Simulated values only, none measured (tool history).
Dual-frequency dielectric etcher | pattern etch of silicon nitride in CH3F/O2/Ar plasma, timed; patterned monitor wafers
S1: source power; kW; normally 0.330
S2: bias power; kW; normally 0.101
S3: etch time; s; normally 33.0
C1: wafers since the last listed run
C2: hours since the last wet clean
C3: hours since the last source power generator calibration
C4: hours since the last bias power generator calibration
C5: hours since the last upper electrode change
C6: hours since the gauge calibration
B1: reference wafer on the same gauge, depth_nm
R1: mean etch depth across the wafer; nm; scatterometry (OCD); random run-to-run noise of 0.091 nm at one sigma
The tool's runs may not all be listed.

| run | hour | S1 | S2 | S3 | C1 | C2 | C3 | C4 | C5 | C6 | B1 | R1 |
|---|---|---|---|---|---|---|---|---|---|---|---|---|
| 1 | 0.0 | 0.330 | 0.101 | 28.0 | 0 | 98.3 | 3466.5 | 2901.9 | 2924.9 | 2064.5 | 20.00 | 19.98 |
| 2 | 55.6 | 0.330 | 0.090 | 33.0 | 484 | 153.9 | 3522.1 | 2957.5 | 2980.5 | 2120.1 | 20.00 | 22.31 |
| 3 | 155.9 | 0.330 | 0.090 | 33.0 | 873 | 254.2 | 3622.4 | 3057.8 | 3080.8 | 2220.4 | 20.00 | 22.35 |
|  | 215.0 | source power generator calibrated |
| 4 | 234.6 | 0.330 | 0.090 | 33.0 | 650 | 332.9 | 19.6 | 3136.5 | 3159.5 | 2299.1 | 19.99 | 22.73 |
| 5 | 297.6 | 0.290 | 0.101 | 33.0 | 548 | 395.9 | 82.6 | 3199.5 | 3222.5 | 2362.1 | 20.00 | 22.90 |
| 6 | 364.7 | 0.290 | 0.101 | 33.0 | 584 | 463.0 | 149.7 | 3266.6 | 3289.6 | 2429.2 | 20.01 | 22.93 |
| 7 | 447.4 | 0.290 | 0.101 | 33.0 | 720 | 545.7 | 232.4 | 3349.3 | 3372.3 | 2511.9 | 20.00 | 22.80 |
|  | 499.0 | gauge calibrated |
| 8 | 552.9 | 0.330 | 0.101 | 33.0 | 918 | 651.2 | 337.9 | 3454.8 | 3477.8 | 53.9 | 19.98 | 23.70 |
|  | 610.5 | wet clean of the chamber |
| 9 | 611.3 | 0.330 | 0.101 | 30.5 | 299 | 0.8 | 396.3 | 3513.2 | 3536.2 | 112.3 | 19.98 | 22.04 |
| 10 | 828.0 | 0.300 | 0.101 | 30.5 | 1886 | 217.5 | 613.0 | 3729.9 | 3752.9 | 329.0 | 20.00 | 21.07 |
| 11 | 904.4 | 0.330 | 0.101 | 33.0 | 665 | 293.9 | 689.4 | 3806.3 | 3829.3 | 405.4 | 20.00 | 23.82 |
| 12 | 1008.8 | 0.330 | 0.101 | 33.0 | 908 | 398.3 | 793.8 | 3910.7 | 3933.7 | 509.8 | 20.00 | 23.73 |
| 13 | 1052.8 | 0.290 | 0.124 | 33.0 | 383 | 442.3 | 837.8 | 3954.7 | 3977.7 | 553.8 | 20.00 | 24.75 |
|  | 1118.1 | upper electrode replaced |
| 14 | 1120.9 | 0.360 | 0.110 | 40.5 | 383 | 510.4 | 905.9 | 4022.8 | 2.8 | 621.9 | 20.01 | 31.23 |
| 15 | 1189.1 | 0.330 | 0.101 | 33.0 | 593 | 578.6 | 974.1 | 4091.0 | 71.0 | 690.1 | 19.99 | 23.56 |
|  | 1235.4 | wet clean of the chamber |
|  | 1248.8 | bias power generator calibrated |
| 16 | 1296.0 | 0.380 | 0.109 | 24.0 | 686 | 60.6 | 1081.0 | 47.2 | 177.9 | 797.0 | 20.00 | 19.15 |
| 17 | 1584.0 | 0.330 | 0.101 | 33.0 | 2507 | 348.6 | 1369.0 | 335.2 | 465.9 | 1085.0 | 20.01 | 24.05 |
| 18 | 1679.3 | 0.280 | 0.101 | 33.0 | 829 | 443.9 | 1464.3 | 430.5 | 561.2 | 1180.3 | 19.99 | 22.38 |
| 19 | 1757.8 | 0.330 | 0.086 | 43.0 | 683 | 522.4 | 1542.8 | 509.0 | 639.7 | 1258.8 | 20.00 | 28.97 |
| 20 | 1863.6 | 0.290 | 0.124 | 33.0 | 921 | 628.2 | 1648.6 | 614.8 | 745.5 | 1364.6 | 20.00 | 25.01 |
|  | 1945.6 | wet clean of the chamber |
| 21 | 1946.1 | 0.330 | 0.101 | 39.0 | 509 | 0.5 | 1731.1 | 697.3 | 828.0 | 1447.1 | 19.99 | 28.22 |
| 22 | 2026.9 | 0.330 | 0.101 | 33.0 | 703 | 81.3 | 1811.9 | 778.1 | 908.8 | 1527.9 | 20.02 | 23.89 |
| 23 | 2075.5 | 0.370 | 0.110 | 33.0 | 423 | 129.9 | 1860.5 | 826.7 | 957.4 | 1576.5 | 19.99 | 26.07 |
| 24 | 2132.7 | 0.330 | 0.081 | 38.5 | 498 | 187.1 | 1917.7 | 883.9 | 1014.6 | 1633.7 | 19.99 | 24.94 |
| 25 | 2204.8 | 0.330 | 0.101 | 33.0 | 627 | 259.2 | 1989.8 | 956.0 | 1086.7 | 1705.8 | 20.00 | 23.74 |
| 26 | 2310.6 | 0.380 | 0.109 | 24.0 | 921 | 365.0 | 2095.6 | 1061.8 | 1192.5 | 1811.6 | 20.00 | 18.98 |
| 27 | 2360.1 | 0.300 | 0.109 | 43.0 | 430 | 414.5 | 2145.1 | 1111.3 | 1242.0 | 1861.1 | 20.02 | 30.92 |
| 28 | 2421.0 | 0.260 | 0.108 | 36.5 | 530 | 475.4 | 2206.0 | 1172.2 | 1302.9 | 1922.0 | 20.00 | 24.85 |
| 29 | 2482.6 | 0.330 | 0.101 | 43.0 | 536 | 537.0 | 2267.6 | 1233.8 | 1364.5 | 1983.6 | 20.01 | 30.86 |

4 options for the next run, each taken on its own from the tool as it stands now. Forecast them:
| A | 2483.0 | 0.330 | 0.122 | 33.0 | 3 | 537.4 | 2268.0 | 1234.2 | 1364.9 | 1984.0 | ? | ? |
| B | 2483.0 | 0.300 | 0.101 | 35.5 | 3 | 537.4 | 2268.0 | 1234.2 | 1364.9 | 1984.0 | ? | ? |
| C | 2483.0 | 0.330 | 0.101 | 41.0 | 3 | 537.4 | 2268.0 | 1234.2 | 1364.9 | 1984.0 | ? | ? |
| D | 2483.0 | 0.330 | 0.081 | 26.0 | 3 | 537.4 | 2268.0 | 1234.2 | 1364.9 | 1984.0 | ? | ? |

| run | B1 | R1 |
|---|---|---|
| A | 20.00 | 25.94 |
| B | 20.00 | 24.57 |
| C | 20.00 | 29.48 |
| D | 20.00 | 16.83 |
Take away the tool's hidden state, keep each run's random variation, and the runs would have read:
| run | R1 |
|---|---|
| A | 26.57 |
| B | 25.17 |
| C | 30.20 |
| D | 17.24 |

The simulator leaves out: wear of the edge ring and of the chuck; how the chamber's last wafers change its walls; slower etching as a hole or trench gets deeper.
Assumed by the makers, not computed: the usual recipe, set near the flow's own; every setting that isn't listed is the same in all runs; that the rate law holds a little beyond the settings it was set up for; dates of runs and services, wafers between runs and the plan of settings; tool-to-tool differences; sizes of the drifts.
